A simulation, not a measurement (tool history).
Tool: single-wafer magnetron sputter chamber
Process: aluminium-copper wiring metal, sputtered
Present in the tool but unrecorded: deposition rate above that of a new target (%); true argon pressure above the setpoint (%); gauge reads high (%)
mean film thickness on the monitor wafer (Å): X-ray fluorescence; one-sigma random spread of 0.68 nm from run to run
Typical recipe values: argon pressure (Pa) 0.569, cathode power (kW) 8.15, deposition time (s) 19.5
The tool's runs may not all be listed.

| run | hour | argon pressure (Pa) | cathode power (kW) | deposition time (s) | wafers since the last listed run | wafers on the sputter target | hours since the last manometer calibration | hours since the magnet pack was replaced | hours since the gauge calibration | read-back reference wafer on the same gauge, thickness_nm | mean film thickness on the monitor wafer (Å) |
|---|---|---|---|---|---|---|---|---|---|---|---|
| 1 | 0 | 0.569 | 8.15 | 19.5 | 0 | 3547 | 1891.1 | 4344.4 | 399.1 | 284.131 | 2406.35 |
| 2 | 26.9 | 0.569 | 8.15 | 19.5 | 895 | 4442 | 1918 | 4371.3 | 426 | 283.839 | 2413.56 |
| 3 | 52.9 | 0.569 | 8.15 | 22.4 | 865 | 5308 | 1944 | 4397.3 | 452 | 283.992 | 2766.22 |
| 4 | 70.2 | 0.569 | 8.15 | 22.4 | 575 | 5883 | 1961.3 | 4414.6 | 469.3 | 283.288 | 2755.64 |
| 5 | 87.5 | 0.569 | 8.15 | 22.4 | 575 | 6459 | 1978.6 | 4431.9 | 486.6 | 283.604 | 2759.95 |
| 6 | 115.2 | 0.569 | 8.15 | 21.2 | 922 | 7381 | 2006.3 | 4459.6 | 514.3 | 283.356 | 2616.83 |
|  | 138.9 | sputter target and shields replaced |
| 7 | 149 | 0.569 | 8.15 | 19.5 | 858 | 337 | 2040.1 | 4493.4 | 548.1 | 282.883 | 2394.38 |
| 8 | 168.6 | 0.569 | 8.15 | 19.5 | 652 | 989 | 2059.7 | 4513 | 567.7 | 283.026 | 2391.48 |
| 9 | 183.2 | 0.569 | 8.15 | 19.5 | 486 | 1475 | 2074.3 | 4527.6 | 582.3 | 282.79 | 2399.44 |
|  | 218.3 | capacitance manometer re-zeroed and calibrated |
| 10 | 218.8 | 0.569 | 8.15 | 19.5 | 918 | 2394 | 0.5 | 4563.2 | 617.9 | 282.79 | 2388.63 |
| 11 | 234.6 | 0.569 | 8.15 | 19.5 | 525 | 2920 | 16.3 | 4579 | 633.7 | 282.675 | 2385.58 |
| 12 | 251.7 | 0.392 | 8.15 | 19.5 | 569 | 3489 | 33.4 | 4596.1 | 650.8 | 282.466 | 2565.6 |
| 13 | 312.3 | 0.569 | 8.15 | 19.5 | 2017 | 5507 | 94 | 4656.7 | 711.4 | 282.224 | 2398.61 |
|  | 321.5 | magnet pack replaced |
|  | 407.7 | sputter target and shields replaced |
| 14 | 411.6 | 0.569 | 8.15 | 19.5 | 2772 | 131 | 193.3 | 90.1 | 810.7 | 282.265 | 2395.12 |
| 15 | 436.8 | 0.689 | 10.05 | 16.1 | 838 | 970 | 218.5 | 115.3 | 835.9 | 282.103 | 2290.73 |
| 16 | 452.8 | 0.405 | 6.65 | 15.7 | 532 | 1502 | 234.5 | 131.3 | 851.9 | 281.842 | 1706.88 |
| 17 | 484.5 | 0.569 | 10.15 | 22.4 | 1055 | 2558 | 266.2 | 163 | 883.6 | 281.865 | 3363.3 |
| 18 | 503.1 | 0.359 | 8.95 | 17.8 | 619 | 3177 | 284.8 | 181.6 | 902.2 | 281.502 | 2577.33 |
| 19 | 526.7 | 0.693 | 9.8 | 18.4 | 785 | 3962 | 308.4 | 205.2 | 925.8 | 281.756 | 2552.72 |
| 20 | 550.8 | 0.569 | 6.8 | 19.5 | 802 | 4765 | 332.5 | 229.3 | 949.9 | 281.753 | 2022.63 |
| 21 | 567.6 | 0.437 | 6.3 | 18.4 | 559 | 5324 | 349.3 | 246.1 | 966.7 | 281.809 | 1869.77 |
| 22 | 594.1 | 0.569 | 8.15 | 21.1 | 882 | 6206 | 375.8 | 272.6 | 993.2 | 281.938 | 2583.36 |
| 23 | 607.9 | 0.569 | 8.15 | 19.5 | 459 | 6666 | 389.6 | 286.4 | 1007 | 281.714 | 2380.34 |
|  | 624 | gauge calibrated |
| 24 | 686.5 | 0.735 | 10.2 | 19.5 | 2616 | 9282 | 468.2 | 365 | 62.5 | 289.202 | 2846.77 |
| 25 | 703.3 | 0.716 | 7.1 | 23.2 | 559 | 9841 | 485 | 381.8 | 79.3 | 288.599 | 2425.01 |
|  | 715.2 | sputter target and shields replaced |
| 26 | 727.9 | 0.569 | 7.2 | 19.5 | 552 | 424 | 509.6 | 406.4 | 103.9 | 288.18 | 2178.41 |
| 27 | 750.4 | 0.67 | 8.15 | 20.6 | 749 | 1173 | 532.1 | 428.9 | 126.4 | 287.542 | 2482.64 |
| 28 | 762.7 | 0.569 | 8.15 | 19.5 | 409 | 1582 | 544.4 | 441.2 | 138.7 | 287.797 | 2438.62 |
| 29 | 795.3 | 0.569 | 8.15 | 19.5 | 1085 | 2668 | 577 | 473.8 | 171.3 | 286.606 | 2428.75 |
| 30 | 829.5 | 0.661 | 8.85 | 20.8 | 1138 | 3806 | 611.2 | 508 | 205.5 | 286.358 | 2693.82 |
| 31 | 848.4 | 0.569 | 8.15 | 19.5 | 629 | 4435 | 630.1 | 526.9 | 224.4 | 286.029 | 2427.57 |
| 32 | 877.8 | 0.378 | 6.3 | 15.9 | 978 | 5414 | 659.5 | 556.3 | 253.8 | 285.671 | 1678.77 |
| 33 | 902.2 | 0.465 | 6.5 | 19.5 | 812 | 6226 | 683.9 | 580.7 | 278.2 | 285.208 | 2041.39 |
| 34 | 931.8 | 0.722 | 7.05 | 15.8 | 985 | 7212 | 713.5 | 610.3 | 307.8 | 284.928 | 1614.25 |
| 35 | 949.1 | 0.659 | 6.2 | 18.1 | 575 | 7787 | 730.8 | 627.6 | 325.1 | 284.69 | 1685.85 |

The tool's hidden state at each run:
deposition rate above that of a new target (%): 0, the same for each run
true argon pressure above the setpoint (%): 0, the same for each run
H1: gauge reads high (%)
| run | H1 |
|---|---|
| 1 | -2.35 |
| 2 | -2.43 |
| 3 | -2.5 |
| 4 | -2.54 |
| 5 | -2.59 |
| 6 | -2.65 |
| 7 | -2.72 |
| 8 | -2.76 |
| 9 | -2.78 |
| 10 | -2.84 |
| 11 | -2.87 |
| 12 | -2.89 |
| 13 | -2.97 |
| 14 | -3.07 |
| 15 | -3.1 |
| 16 | -3.11 |
| 17 | -3.13 |
| 18 | -3.15 |
| 19 | -3.16 |
| 20 | -3.18 |
| 21 | -3.19 |
| 22 | -3.2 |
| 23 | -3.21 |
| 24 | -0.616 |
| 25 | -0.753 |
| 26 | -0.942 |
| 27 | -1.1 |
| 28 | -1.19 |
| 29 | -1.39 |
| 30 | -1.59 |
| 31 | -1.69 |
| 32 | -1.83 |
| 33 | -1.95 |
| 34 | -2.07 |
| 35 | -2.14 |
